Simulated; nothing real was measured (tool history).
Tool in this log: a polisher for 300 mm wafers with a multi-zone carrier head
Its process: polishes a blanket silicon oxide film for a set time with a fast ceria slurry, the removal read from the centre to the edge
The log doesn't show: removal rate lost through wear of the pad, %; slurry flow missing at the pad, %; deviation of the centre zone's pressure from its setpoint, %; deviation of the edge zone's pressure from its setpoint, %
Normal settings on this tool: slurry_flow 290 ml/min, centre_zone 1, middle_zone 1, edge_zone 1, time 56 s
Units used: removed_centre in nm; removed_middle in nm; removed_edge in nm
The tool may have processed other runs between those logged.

| run | hour | slurry_flow | centre_zone | middle_zone | edge_zone | time | wafers since the last listed run | wafers polished on this pad | hours since the slurry nozzle was cleaned | hours since the centre zone pressure was calibrated | hours since the edge zone pressure was calibrated | hours since the carrier head's membrane was replaced | incoming thickness of the incoming film, nm | removed_centre | removed_middle | removed_edge |
|---|---|---|---|---|---|---|---|---|---|---|---|---|---|---|---|---|
| 1 | 0 | 290 | 0.93 | 1 | 1 | 56 | 0 | 342 | 143.8 | 576.6 | 329 | 1126.2 | 1717.7 | 565.2 | 561.9 | 550.7 |
| 2 | 32.1 | 290 | 1 | 1 | 1 | 56 | 371 | 714 | 175.9 | 608.7 | 361.1 | 1158.3 | 1735.3 | 598.5 | 573.8 | 557.6 |
| 3 | 100.2 | 290 | 1 | 1 | 1 | 56 | 789 | 1503 | 244 | 676.8 | 429.2 | 1226.4 | 1715 | 616.2 | 581.8 | 552.6 |
|  | 107.2 | slurry nozzle cleaned |
| 4 | 148.6 | 255 | 1 | 1 | 1.07 | 56 | 549 | 2052 | 41.4 | 725.2 | 477.6 | 1274.8 | 1731.5 | 599 | 567.2 | 567.4 |
|  | 155.9 | edge zone pressure recalibrated |
| 5 | 213.4 | 255 | 1 | 1 | 1.07 | 56 | 727 | 2780 | 106.2 | 790 | 57.5 | 1339.6 | 1728.6 | 589.7 | 558.6 | 560.8 |
|  | 258.9 | worn pad replaced by a new one |
| 6 | 276.1 | 290 | 1 | 1 | 1 | 56 | 680 | 198 | 168.9 | 852.7 | 120.2 | 1402.3 | 1741.5 | 611.2 | 563.5 | 573.4 |
| 7 | 317.4 | 290 | 1 | 1 | 1 | 56 | 478 | 677 | 210.2 | 894 | 161.5 | 1443.6 | 1758.2 | 609.4 | 594.1 | 557.5 |
| 8 | 360.5 | 290 | 1 | 1 | 1 | 56 | 499 | 1177 | 253.3 | 937.1 | 204.6 | 1486.7 | 1728.3 | 615.1 | 574.2 | 538.2 |
| 9 | 388.5 | 320 | 1.1 | 1 | 0.93 | 51 | 324 | 1501 | 281.3 | 965.1 | 232.6 | 1514.7 | 1721.9 | 613.7 | 521.2 | 502.5 |
|  | 416 | slurry nozzle cleaned |
| 10 | 434.5 | 290 | 1 | 0.95 | 0.9 | 39 | 521 | 2022 | 18.5 | 1011.1 | 278.6 | 1560.7 | 1729.8 | 424.3 | 395.5 | 367.8 |
| 11 | 498.2 | 290 | 1 | 1 | 1 | 56 | 738 | 2761 | 82.2 | 1074.8 | 342.3 | 1624.4 | 1709.8 | 606.3 | 578.8 | 558.7 |
|  | 540.6 | worn pad replaced by a new one |
| 12 | 549.1 | 290 | 1 | 0.95 | 1 | 56 | 543 | 98 | 133.1 | 1125.7 | 393.2 | 1675.3 | 1732.4 | 613.1 | 552.9 | 545 |
|  | 583.1 | centre zone pressure recalibrated |
| 13 | 586.3 | 205 | 1.11 | 1 | 1 | 37 | 407 | 506 | 170.3 | 3.2 | 430.4 | 1712.5 | 1760.5 | 412.9 | 361.4 | 352.2 |
|  | 595 | carrier head's membrane replaced by a new one |
| 14 | 627.8 | 290 | 0.96 | 1 | 1.04 | 56 | 422 | 929 | 211.8 | 44.7 | 471.9 | 32.8 | 1738.5 | 570.3 | 582.9 | 558.5 |
|  | 683.7 | edge zone pressure recalibrated |
| 15 | 691.7 | 250 | 1 | 1 | 1 | 56 | 717 | 1646 | 275.7 | 108.6 | 8 | 96.7 | 1733.1 | 579.5 | 576.9 | 556.4 |
|  | 694.3 | slurry nozzle cleaned |
| 16 | 736.7 | 290 | 1 | 1 | 1 | 56 | 509 | 2156 | 42.4 | 153.6 | 53 | 141.7 | 1737.8 | 596.7 | 561.7 | 567.3 |
| 17 | 805.3 | 290 | 1 | 1 | 1 | 56 | 794 | 2951 | 111 | 222.2 | 121.6 | 210.3 | 1732.4 | 600.1 | 576.5 | 560.2 |
|  | 812.2 | worn pad replaced by a new one |
| 18 | 842.3 | 290 | 1 | 1 | 1 | 56 | 382 | 349 | 148 | 259.2 | 158.6 | 247.3 | 1723.1 | 609.1 | 586.4 | 554.5 |
| 19 | 898.1 | 290 | 1.1 | 1.05 | 1.03 | 47 | 646 | 995 | 203.8 | 315 | 214.4 | 303.1 | 1720.1 | 561.7 | 505.8 | 472.8 |
| 20 | 951.7 | 290 | 1 | 1 | 1 | 46 | 621 | 1616 | 257.4 | 368.6 | 268 | 356.7 | 1753.6 | 505 | 472.9 | 458.9 |
|  | 987.5 | slurry nozzle cleaned |
| 21 | 1011.4 | 290 | 1.07 | 1 | 1 | 56 | 680 | 2297 | 23.9 | 428.3 | 327.7 | 416.4 | 1731.7 | 646.3 | 590.6 | 551.9 |

Each run again, without the hidden state but with its own random variation kept:
| run | removed_centre |
|---|---|
| 1 | 551.4 |
| 2 | 583.7 |
| 3 | 600.2 |
| 4 | 583.1 |
| 5 | 573.6 |
| 6 | 594.2 |
| 7 | 592.2 |
| 8 | 597.6 |
| 9 | 596.3 |
| 10 | 412 |
| 11 | 588.6 |
| 12 | 595.1 |
| 13 | 412.8 |
| 14 | 567.9 |
| 15 | 574.1 |
| 16 | 589.2 |
| 17 | 590.2 |
| 18 | 598 |
| 19 | 550.2 |
| 20 | 493.5 |
| 21 | 630.5 |
removed_middle: differs from the measured result by no more than 0.1 nm in any run.
removed_edge: unchanged from measured in all runs.
